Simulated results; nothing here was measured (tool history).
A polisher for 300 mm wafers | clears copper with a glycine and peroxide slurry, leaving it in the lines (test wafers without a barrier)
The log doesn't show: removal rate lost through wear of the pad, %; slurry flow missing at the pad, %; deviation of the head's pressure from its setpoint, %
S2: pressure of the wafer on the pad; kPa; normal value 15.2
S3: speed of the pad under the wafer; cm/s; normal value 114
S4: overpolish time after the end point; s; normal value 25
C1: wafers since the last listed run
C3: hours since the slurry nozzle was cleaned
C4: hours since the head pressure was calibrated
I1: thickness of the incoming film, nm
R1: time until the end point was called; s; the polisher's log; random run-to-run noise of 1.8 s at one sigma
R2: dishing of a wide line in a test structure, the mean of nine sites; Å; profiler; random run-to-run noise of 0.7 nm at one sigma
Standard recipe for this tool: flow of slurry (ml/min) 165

{"run": 1, "day": 0.0, "flow of slurry (ml/min)": 165, "S2": 15.2, "S3": 114, "S4": 25, "C1": 0, "wafers polished on this pad": 486, "C3": 66.3, "C4": 544.8, "I1": 580.3, "R1": 116.4, "R2": 584}
{"day": 1.317, "done": "worn pad replaced by a new one"}
{"run": 2, "day": 1.45, "flow of slurry (ml/min)": 165, "S2": 15.2, "S3": 114, "S4": 25, "C1": 177, "wafers polished on this pad": 18, "C3": 101.1, "C4": 579.6, "I1": 572.3, "R1": 114.5, "R2": 589}
{"run": 3, "day": 2.583, "flow of slurry (ml/min)": 165, "S2": 15.2, "S3": 114, "S4": 25, "C1": 156, "wafers polished on this pad": 174, "C3": 128.3, "C4": 606.8, "I1": 575.7, "R1": 118.3, "R2": 577}
{"day": 5.546, "done": "worn pad replaced by a new one"}
{"run": 4, "day": 5.975, "flow of slurry (ml/min)": 165, "S2": 15.2, "S3": 114, "S4": 25, "C1": 444, "wafers polished on this pad": 59, "C3": 209.7, "C4": 688.2, "I1": 563.5, "R1": 114.6, "R2": 581}
{"run": 5, "day": 7.354, "flow of slurry (ml/min)": 165, "S2": 15.2, "S3": 114, "S4": 25, "C1": 190, "wafers polished on this pad": 249, "C3": 242.8, "C4": 721.3, "I1": 576.1, "R1": 116.5, "R2": 575}
{"day": 10.383, "done": "worn pad replaced by a new one"}
{"run": 6, "day": 10.725, "flow of slurry (ml/min)": 150, "S2": 15.2, "S3": 114, "S4": 25, "C1": 441, "wafers polished on this pad": 47, "C3": 323.7, "C4": 802.2, "I1": 569.2, "R1": 120.2, "R2": 558}
{"run": 7, "day": 11.783, "flow of slurry (ml/min)": 150, "S2": 15.2, "S3": 114, "S4": 25, "C1": 145, "wafers polished on this pad": 193, "C3": 349.1, "C4": 827.6, "I1": 568.1, "R1": 123.8, "R2": 557}
{"day": 13.096, "done": "head pressure recalibrated"}
{"run": 8, "day": 13.117, "flow of slurry (ml/min)": 150, "S2": 15.2, "S3": 114, "S4": 25, "C1": 172, "wafers polished on this pad": 365, "C3": 381.1, "C4": 0.5, "I1": 567.9, "R1": 119.9, "R2": 558}
{"day": 13.262, "done": "slurry nozzle cleaned"}
{"run": 9, "day": 14.512, "flow of slurry (ml/min)": 155, "S2": 15.2, "S3": 114, "S4": 25, "C1": 186, "wafers polished on this pad": 552, "C3": 30, "C4": 34, "I1": 573.1, "R1": 115.8, "R2": 587}
{"run": 10, "day": 15.183, "flow of slurry (ml/min)": 165, "S2": 15.2, "S3": 114, "S4": 25, "C1": 92, "wafers polished on this pad": 645, "C3": 46.1, "C4": 50.1, "I1": 577.1, "R1": 115.9, "R2": 588}
{"day": 15.6, "done": "worn pad replaced by a new one"}
{"run": 11, "day": 16.042, "flow of slurry (ml/min)": 145, "S2": 11, "S3": 78, "S4": 11, "C1": 95, "wafers polished on this pad": 60, "C3": 66.7, "C4": 70.7, "I1": 570.5, "R1": 168.9, "R2": 215}
{"run": 12, "day": 17.025, "flow of slurry (ml/min)": 165, "S2": 15.2, "S3": 114, "S4": 36, "C1": 135, "wafers polished on this pad": 196, "C3": 90.3, "C4": 94.3, "I1": 568.2, "R1": 115.9, "R2": 738}
{"run": 13, "day": 18.029, "flow of slurry (ml/min)": 165, "S2": 13.1, "S3": 138, "S4": 25, "C1": 138, "wafers polished on this pad": 335, "C3": 114.4, "C4": 118.4, "I1": 568.9, "R1": 104.7, "R2": 598}
{"run": 14, "day": 19.05, "flow of slurry (ml/min)": 165, "S2": 15.2, "S3": 114, "S4": 18, "C1": 140, "wafers polished on this pad": 475, "C3": 138.9, "C4": 142.9, "I1": 561.9, "R1": 112.3, "R2": 454}
{"run": 15, "day": 19.804, "flow of slurry (ml/min)": 210, "S2": 12.4, "S3": 126, "S4": 37, "C1": 104, "wafers polished on this pad": 579, "C3": 157, "C4": 161, "I1": 561.3, "R1": 112.6, "R2": 743}
{"day": 20.125, "done": "worn pad replaced by a new one"}
{"run": 16, "day": 20.954, "flow of slurry (ml/min)": 165, "S2": 15.2, "S3": 114, "S4": 35, "C1": 135, "wafers polished on this pad": 114, "C3": 184.6, "C4": 188.6, "I1": 566.5, "R1": 117.8, "R2": 714}
{"run": 17, "day": 22.183, "flow of slurry (ml/min)": 165, "S2": 15.2, "S3": 114, "S4": 25, "C1": 169, "wafers polished on this pad": 283, "C3": 214.1, "C4": 218.1, "I1": 578.6, "R1": 118.2, "R2": 577}
{"run": 18, "day": 23.046, "flow of slurry (ml/min)": 140, "S2": 15.2, "S3": 76, "S4": 15, "C1": 118, "wafers polished on this pad": 402, "C3": 234.8, "C4": 238.8, "I1": 577, "R1": 157.8, "R2": 309}

Each row is a separate what-if for the run after 18, all from the same tool condition, not one after another. Results?
{"run": "A", "day": 23.067, "flow of slurry (ml/min)": 165, "S2": 15.2, "S3": 114, "S4": 16, "C1": 2, "wafers polished on this pad": 405, "C3": 235.3, "C4": 239.3, "I1": 561.1, "R1": "?", "R2": "?"}
{"run": "B", "day": 23.067, "flow of slurry (ml/min)": 165, "S2": 18.6, "S3": 114, "S4": 39, "C1": 2, "wafers polished on this pad": 405, "C3": 235.3, "C4": 239.3, "I1": 561.1, "R1": "?", "R2": "?"}
{"run": "C", "day": 23.067, "flow of slurry (ml/min)": 215, "S2": 15.2, "S3": 114, "S4": 25, "C1": 2, "wafers polished on this pad": 405, "C3": 235.3, "C4": 239.3, "I1": 561.1, "R1": "?", "R2": "?"}
{"run": "D", "day": 23.067, "flow of slurry (ml/min)": 165, "S2": 19.3, "S3": 82, "S4": 25, "C1": 2, "wafers polished on this pad": 405, "C3": 235.3, "C4": 239.3, "I1": 561.1, "R1": "?", "R2": "?"}
{"run": "E", "day": 23.067, "flow of slurry (ml/min)": 165, "S2": 10.3, "S3": 126, "S4": 30, "C1": 2, "wafers polished on this pad": 405, "C3": 235.3, "C4": 239.3, "I1": 561.1, "R1": "?", "R2": "?"}

run=A R1=114.6 R2=420
run=B R1=103.3 R2=837
run=C R1=110.2 R2=603
run=D R1=128 R2=555
run=E R1=126.4 R2=608
Stripped of hidden state, with their random variation kept, the same runs would have yielded:
run=A R1=110 R2=434
run=B R1=99.1 R2=855
run=C R1=106.6 R2=617
run=D R1=122.9 R2=572
run=E R1=121.3 R2=624

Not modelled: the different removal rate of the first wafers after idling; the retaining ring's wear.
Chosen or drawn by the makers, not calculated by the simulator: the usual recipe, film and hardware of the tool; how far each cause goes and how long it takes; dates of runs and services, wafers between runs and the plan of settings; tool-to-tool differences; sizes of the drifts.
